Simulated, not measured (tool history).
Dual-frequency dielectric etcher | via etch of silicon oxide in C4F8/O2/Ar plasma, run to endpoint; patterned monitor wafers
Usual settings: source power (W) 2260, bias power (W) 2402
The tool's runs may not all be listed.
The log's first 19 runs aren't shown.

| run | hour | source power (W) | bias power (W) | incoming incoming film thickness, nm | endpoint time (s) |
|---|---|---|---|---|---|
| 20 | 1385.6 | 1970 | 2402 | 1553.7 | 281.9 |
| 21 | 1439.3 | 2260 | 1880 | 1564.4 | 280.2 |
| 22 | 1488.8 | 2480 | 2558 | 1561.1 | 254.7 |
| 23 | 1555.8 | 2260 | 2185 | 1561.1 | 277.0 |
| 24 | 1629.3 | 2790 | 2034 | 1576.8 | 262.1 |
| 25 | 1734.5 | 2260 | 2402 | 1563.8 | 277.2 |
|  | 1822.6 | wet clean of the chamber |
| 26 | 1823.1 | 2000 | 2906 | 1566.1 | 264.2 |
| 27 | 1885.3 | 2730 | 1953 | 1570.1 | 255.7 |
| 28 | 1972.9 | 2260 | 2402 | 1557.4 | 264.3 |
|  | 2010.7 | source power generator calibrated |
| 29 | 2052.1 | 2260 | 2609 | 1554.5 | 260.2 |
| 30 | 2135.9 | 2260 | 2402 | 1559.0 | 265.8 |
| 31 | 2220.4 | 2260 | 2402 | 1569.6 | 266.5 |
| 32 | 2514.4 | 2720 | 2134 | 1558.5 | 258.2 |
|  | 2555.8 | wet clean of the chamber |
| 33 | 2602.6 | 2720 | 1970 | 1548.5 | 250.2 |
| 34 | 2687.1 | 2760 | 2637 | 1564.8 | 237.2 |

Forecast each of these 5 alternatives for the next run:
| A | 2687.6 | 2260 | 2402 | 1548.2 | ? |
| B | 2687.6 | 2090 | 2402 | 1548.2 | ? |
| C | 2687.6 | 2560 | 2218 | 1548.2 | ? |
| D | 2687.6 | 2260 | 1938 | 1548.2 | ? |
| E | 2687.6 | 1720 | 1812 | 1548.2 | ? |

| run | endpoint time (s) |
|---|---|
| A | 259.5 |
| B | 268.2 |
| C | 250.2 |
| D | 270.9 |
| E | 308.6 |
Without the tool's hidden state the same runs would have given:
| run | endpoint time (s) |
|---|---|
| A | 256.4 |
| B | 265.0 |
| C | 247.2 |
| D | 267.7 |
| E | 304.9 |
